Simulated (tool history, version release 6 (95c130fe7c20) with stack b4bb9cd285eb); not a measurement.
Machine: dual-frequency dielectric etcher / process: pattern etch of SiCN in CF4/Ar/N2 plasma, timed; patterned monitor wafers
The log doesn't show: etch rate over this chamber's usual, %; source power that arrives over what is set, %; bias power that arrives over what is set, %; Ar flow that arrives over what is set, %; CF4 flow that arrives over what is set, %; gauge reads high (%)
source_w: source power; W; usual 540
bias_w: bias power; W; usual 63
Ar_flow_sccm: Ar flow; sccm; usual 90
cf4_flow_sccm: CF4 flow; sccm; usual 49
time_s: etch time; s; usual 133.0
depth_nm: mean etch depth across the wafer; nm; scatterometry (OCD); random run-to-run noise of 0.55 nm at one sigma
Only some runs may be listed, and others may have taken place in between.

| run | day | source_w | bias_w | Ar_flow_sccm | cf4_flow_sccm | time_s | wafers since the last listed run | hours since the last wet clean | hours since the last source power generator calibration | hours since the last bias power generator calibration | hours since the last Ar flow controller change | hours since the last CF4 flow controller change | hours since the last upper electrode change | hours since the gauge calibration | read-back reference wafer on the same gauge, depth_nm | depth_nm |
|---|---|---|---|---|---|---|---|---|---|---|---|---|---|---|---|---|
| 1 | 0.000 | 540 | 63 | 90 | 46 | 133.0 | 0 | 360.2 | 2481.9 | 1693.0 | 4738.4 | 4984.6 | 6275.4 | 239.3 | 143.0 | 135.0 |
| 2 | 0.400 | 540 | 63 | 90 | 49 | 133.0 | 74 | 369.8 | 2491.5 | 1702.6 | 4748.0 | 4994.2 | 6285.0 | 248.9 | 143.1 | 134.9 |
| 3 | 0.808 | 540 | 63 | 90 | 49 | 133.0 | 75 | 379.6 | 2501.3 | 1712.4 | 4757.8 | 5004.0 | 6294.8 | 258.7 | 142.9 | 135.4 |
| 4 | 1.129 | 540 | 63 | 90 | 49 | 133.0 | 59 | 387.3 | 2509.0 | 1720.1 | 4765.5 | 5011.7 | 6302.5 | 266.4 | 142.7 | 135.7 |
| 5 | 1.521 | 540 | 63 | 90 | 49 | 133.0 | 72 | 396.7 | 2518.4 | 1729.5 | 4774.9 | 5021.1 | 6311.9 | 275.8 | 143.1 | 135.5 |
| 6 | 2.171 | 540 | 63 | 90 | 49 | 133.0 | 120 | 412.3 | 2534.0 | 1745.1 | 4790.5 | 5036.7 | 6327.5 | 291.4 | 142.8 | 135.9 |
| 7 | 2.596 | 540 | 63 | 90 | 49 | 133.0 | 78 | 422.5 | 2544.2 | 1755.3 | 4800.7 | 5046.9 | 6337.7 | 301.6 | 143.0 | 136.6 |
| 8 | 3.004 | 540 | 63 | 90 | 49 | 133.0 | 75 | 432.3 | 2554.0 | 1765.1 | 4810.5 | 5056.7 | 6347.5 | 311.4 | 143.0 | 136.3 |
| 9 | 3.292 | 540 | 63 | 90 | 49 | 133.0 | 53 | 439.2 | 2560.9 | 1772.0 | 4817.4 | 5063.6 | 6354.4 | 318.3 | 143.1 | 137.3 |
|  | 3.908 | source power generator calibrated |
| 10 | 3.929 | 540 | 63 | 90 | 49 | 133.0 | 87 | 454.5 | 0.5 | 1787.3 | 4832.7 | 5078.9 | 6369.7 | 333.6 | 143.2 | 137.0 |
| 11 | 4.483 | 540 | 63 | 90 | 49 | 133.0 | 102 | 467.8 | 13.8 | 1800.6 | 4846.0 | 5092.2 | 6383.0 | 346.9 | 143.1 | 136.5 |
|  | 5.200 | gauge calibrated |
| 12 | 6.579 | 540 | 63 | 83 | 49 | 133.0 | 388 | 518.1 | 64.1 | 1850.9 | 4896.3 | 5142.5 | 6433.3 | 33.1 | 142.8 | 140.0 |
|  | 7.242 | CF4 flow controller replaced |
|  | 7.492 | Ar flow controller replaced |
|  | 8.092 | upper electrode replaced |
|  | 8.508 | bias power generator calibrated |
|  | 8.646 | wet clean of the chamber |
| 13 | 8.667 | 540 | 63 | 90 | 49 | 133.0 | 126 | 0.5 | 114.2 | 3.8 | 28.2 | 34.2 | 13.8 | 83.2 | 142.9 | 130.9 |
| 14 | 8.683 | 470 | 72 | 90 | 52 | 133.0 | 3 | 0.9 | 114.6 | 4.2 | 28.6 | 34.6 | 14.2 | 83.6 | 143.0 | 118.7 |
| 15 | 8.696 | 620 | 72 | 71 | 49 | 114.5 | 2 | 1.2 | 114.9 | 4.5 | 28.9 | 34.9 | 14.5 | 83.9 | 143.0 | 143.6 |
| 16 | 8.712 | 620 | 72 | 71 | 49 | 114.5 | 3 | 1.6 | 115.3 | 4.9 | 29.3 | 35.3 | 14.9 | 84.3 | 143.1 | 142.4 |
| 17 | 9.008 | 480 | 79 | 74 | 49 | 133.0 | 54 | 8.7 | 122.4 | 12.0 | 36.4 | 42.4 | 22.0 | 91.4 | 143.1 | 130.9 |
| 18 | 9.917 | 470 | 63 | 84 | 42 | 105.0 | 168 | 30.5 | 144.2 | 33.8 | 58.2 | 64.2 | 43.8 | 113.2 | 142.9 | 89.2 |
| 19 | 10.621 | 540 | 73 | 80 | 54 | 133.0 | 130 | 47.4 | 161.1 | 50.7 | 75.1 | 81.1 | 60.7 | 130.1 | 143.1 | 142.6 |
| 20 | 11.096 | 540 | 51 | 97 | 49 | 110.5 | 88 | 58.8 | 172.5 | 62.1 | 86.5 | 92.5 | 72.1 | 141.5 | 143.0 | 100.1 |
| 21 | 11.400 | 610 | 48 | 103 | 49 | 133.0 | 56 | 66.1 | 179.8 | 69.4 | 93.8 | 99.8 | 79.4 | 148.8 | 142.9 | 131.8 |
| 22 | 12.067 | 540 | 63 | 90 | 49 | 133.0 | 123 | 82.1 | 195.8 | 85.4 | 109.8 | 115.8 | 95.4 | 164.8 | 142.9 | 131.5 |

3 ways to go on from here, each from the tool as it stands after run 22. What would each give?
| A | 12.088 | 540 | 63 | 90 | 49 | 133.0 | 3 | 82.6 | 196.3 | 85.9 | 110.3 | 116.3 | 95.9 | 165.3 | ? | ? |
| B | 12.088 | 540 | 63 | 90 | 55 | 133.0 | 3 | 82.6 | 196.3 | 85.9 | 110.3 | 116.3 | 95.9 | 165.3 | ? | ? |
| C | 12.088 | 540 | 57 | 82 | 39 | 133.0 | 3 | 82.6 | 196.3 | 85.9 | 110.3 | 116.3 | 95.9 | 165.3 | ? | ? |

| run | read-back reference wafer on the same gauge, depth_nm | depth_nm |
|---|---|---|
| A | 142.9 | 131.9 |
| B | 142.9 | 133.6 |
| C | 142.9 | 126.4 |
With the hidden condition removed and each run's random variation left untouched, the same runs would have given:
| run | depth_nm |
|---|---|
| A | 131.4 |
| B | 133.2 |
| C | 126.0 |

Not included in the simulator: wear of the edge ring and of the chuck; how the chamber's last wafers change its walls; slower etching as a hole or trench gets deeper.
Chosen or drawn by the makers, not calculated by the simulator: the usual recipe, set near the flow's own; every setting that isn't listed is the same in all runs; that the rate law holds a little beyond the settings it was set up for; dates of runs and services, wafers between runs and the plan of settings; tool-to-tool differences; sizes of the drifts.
